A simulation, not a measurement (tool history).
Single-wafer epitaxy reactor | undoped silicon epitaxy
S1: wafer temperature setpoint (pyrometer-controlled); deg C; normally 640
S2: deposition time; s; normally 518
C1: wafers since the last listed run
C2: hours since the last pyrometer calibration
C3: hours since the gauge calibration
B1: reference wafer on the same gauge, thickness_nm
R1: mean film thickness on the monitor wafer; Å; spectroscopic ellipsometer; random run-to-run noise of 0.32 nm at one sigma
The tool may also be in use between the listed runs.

Run 1, day 0.000: usual settings; C1 0; C2 1712.0; C3 23.9; B1 56.571. Result: R1 704.19 Å.
Run 2, day 0.662: usual settings; C1 62; C2 1727.9; C3 39.8; B1 56.574. Result: R1 695.85 Å.
Run 3, day 1.108: usual settings but S2 452 s; C1 42; C2 1738.6; C3 50.5; B1 56.572. Result: R1 605.79 Å.
Run 4, day 1.833: usual settings; C1 68; C2 1756.0; C3 67.9; B1 56.655. Result: R1 702.79 Å.
Run 5, day 2.479: usual settings; C1 61; C2 1771.5; C3 83.4; B1 56.606. Result: R1 701.34 Å.
Run 6, day 2.912: usual settings; C1 41; C2 1781.9; C3 93.8; B1 56.598. Result: R1 700.90 Å.
Run 7, day 4.796: usual settings but S1 636 deg C; C1 178; C2 1827.1; C3 139.0; B1 56.580. Result: R1 649.72 Å.
Run 8, day 5.425: usual settings but S1 636 deg C; C1 59; C2 1842.2; C3 154.1; B1 56.619. Result: R1 646.94 Å.
Run 9, day 5.825: usual settings; C1 38; C2 1851.8; C3 163.7; B1 56.618. Result: R1 706.76 Å.
Run 10, day 6.162: usual settings; C1 32; C2 1859.9; C3 171.8; B1 56.612. Result: R1 700.61 Å.
Run 11, day 8.388: usual settings; C1 211; C2 1913.3; C3 225.2; B1 56.608. Result: R1 701.43 Å.
Run 12, day 9.121: usual settings but S2 481 s; C1 69; C2 1930.9; C3 242.8; B1 56.636. Result: R1 650.09 Å.
Run 13, day 9.400: usual settings but S1 649 deg C; C1 26; C2 1937.6; C3 249.5; B1 56.587. Result: R1 846.88 Å.
At day 10.075: pyrometer calibrated.
Run 14, day 11.642: usual settings but S1 649 deg C; C1 181; C2 37.6; C3 303.3; B1 56.612. Result: R1 839.90 Å.
Run 15, day 12.300: usual settings; C1 62; C2 53.4; C3 319.1; B1 56.639. Result: R1 706.33 Å.
Run 16, day 12.608: usual settings; C1 29; C2 60.8; C3 326.5; B1 56.562. Result: R1 699.28 Å.
Run 17, day 12.862: usual settings; C1 24; C2 66.9; C3 332.6; B1 56.644. Result: R1 699.94 Å.
Run 18, day 13.275: usual settings; C1 39; C2 76.8; C3 342.5; B1 56.640. Result: R1 696.98 Å.
Run 19, day 13.554: usual settings; C1 26; C2 83.5; C3 349.2; B1 56.565. Result: R1 701.22 Å.
Run 20, day 14.062: usual settings; C1 48; C2 95.7; C3 361.4; B1 56.575. Result: R1 706.82 Å.
Run 21, day 14.504: usual settings but S1 633 deg C; C1 41; C2 106.3; C3 372.0; B1 56.602. Result: R1 611.83 Å.
Run 22, day 15.254: usual settings; C1 71; C2 124.3; C3 390.0; B1 56.589. Result: R1 697.29 Å.
Run 23, day 15.562: usual settings; C1 29; C2 131.7; C3 397.4; B1 56.551. Result: R1 701.57 Å.
Run 24, day 16.117: usual settings but S1 651 deg C; C1 52; C2 145.0; C3 410.7; B1 56.528. Result: R1 881.20 Å.
Run 25, day 17.021: usual settings; C1 85; C2 166.7; C3 432.4; B1 56.593. Result: R1 695.12 Å.
Run 26, day 17.679: usual settings; C1 62; C2 182.5; C3 448.2; B1 56.619. Result: R1 702.37 Å.
At day 18.000: gauge calibrated.
Run 27, day 18.838: usual settings but S1 652 deg C, S2 466 s; C1 110; C2 210.3; C3 20.1; B1 56.647. Result: R1 804.74 Å.
Run 28, day 19.133: usual settings but S1 627 deg C, S2 427 s; C1 28; C2 217.4; C3 27.2; B1 56.585. Result: R1 439.98 Å.
Run 29, day 19.454: usual settings but S1 655 deg C, S2 598 s; C1 30; C2 225.1; C3 34.9; B1 56.639. Result: R1 1103.18 Å.
Run 30, day 19.846: usual settings but S1 625 deg C, S2 456 s; C1 37; C2 234.5; C3 44.3; B1 56.572. Result: R1 450.43 Å.
Run 31, day 20.446: usual settings but S1 629 deg C; C1 57; C2 248.9; C3 58.7; B1 56.589. Result: R1 556.94 Å.
Run 32, day 21.079: usual settings but S1 655 deg C, S2 558 s; C1 60; C2 264.1; C3 73.9; B1 56.579. Result: R1 1021.46 Å.
Run 33, day 21.371: usual settings but S1 655 deg C, S2 618 s; C1 27; C2 271.1; C3 80.9; B1 56.593. Result: R1 1137.87 Å.
Run 34, day 21.771: usual settings; C1 38; C2 280.7; C3 90.5; B1 56.586. Result: R1 708.37 Å.
Run 35, day 22.142: usual settings but S2 419 s; C1 35; C2 289.6; C3 99.4; B1 56.606. Result: R1 563.92 Å.
Run 36, day 22.588: usual settings but S1 653 deg C, S2 552 s; C1 42; C2 300.3; C3 110.1; B1 56.631. Result: R1 978.42 Å.
Run 37, day 22.954: usual settings but S1 631 deg C, S2 604 s; C1 34; C2 309.1; C3 118.9; B1 56.606. Result: R1 674.26 Å.
Run 38, day 23.333: usual settings but S1 635 deg C, S2 489 s; C1 36; C2 318.2; C3 128.0; B1 56.643. Result: R1 594.20 Å.
Run 39, day 23.633: usual settings but S1 644 deg C, S2 616 s; C1 28; C2 325.4; C3 135.2; B1 56.558. Result: R1 910.86 Å.
Run 40, day 23.929: usual settings but S1 645 deg C; C1 28; C2 332.5; C3 142.3; B1 56.586. Result: R1 774.76 Å.
Run 41, day 24.408: usual settings; C1 45; C2 344.0; C3 153.8; B1 56.594. Result: R1 698.55 Å.
Run 42, day 25.121: usual settings but S1 626 deg C, S2 456 s; C1 67; C2 361.1; C3 170.9; B1 56.585. Result: R1 459.90 Å.
Run 43, day 25.442: usual settings but S1 650 deg C, S2 484 s; C1 30; C2 368.8; C3 178.6; B1 56.624. Result: R1 799.84 Å.
Run 44, day 25.946: usual settings but S1 645 deg C, S2 620 s; C1 47; C2 380.9; C3 190.7; B1 56.600. Result: R1 933.37 Å.
Run 45, day 26.696: usual settings but S1 650 deg C, S2 435 s; C1 71; C2 398.9; C3 208.7; B1 56.568. Result: R1 715.52 Å.
Run 46, day 27.042: usual settings but S1 650 deg C, S2 485 s; C1 32; C2 407.2; C3 217.0; B1 56.596. Result: R1 804.83 Å.
Run 47, day 27.546: usual settings but S1 646 deg C, S2 454 s; C1 47; C2 419.3; C3 229.1; B1 56.582. Result: R1 691.98 Å.

Hidden state at the last listed run before each entry between runs and at the first one after, where it differs:
From run 13 to run 14: pyrometer calibrated (day 10.075)
  nothing in the hidden state changes from one run to the other
From run 26 to run 27: gauge calibrated (day 18.000)
  nothing in the hidden state changes from one run to the other

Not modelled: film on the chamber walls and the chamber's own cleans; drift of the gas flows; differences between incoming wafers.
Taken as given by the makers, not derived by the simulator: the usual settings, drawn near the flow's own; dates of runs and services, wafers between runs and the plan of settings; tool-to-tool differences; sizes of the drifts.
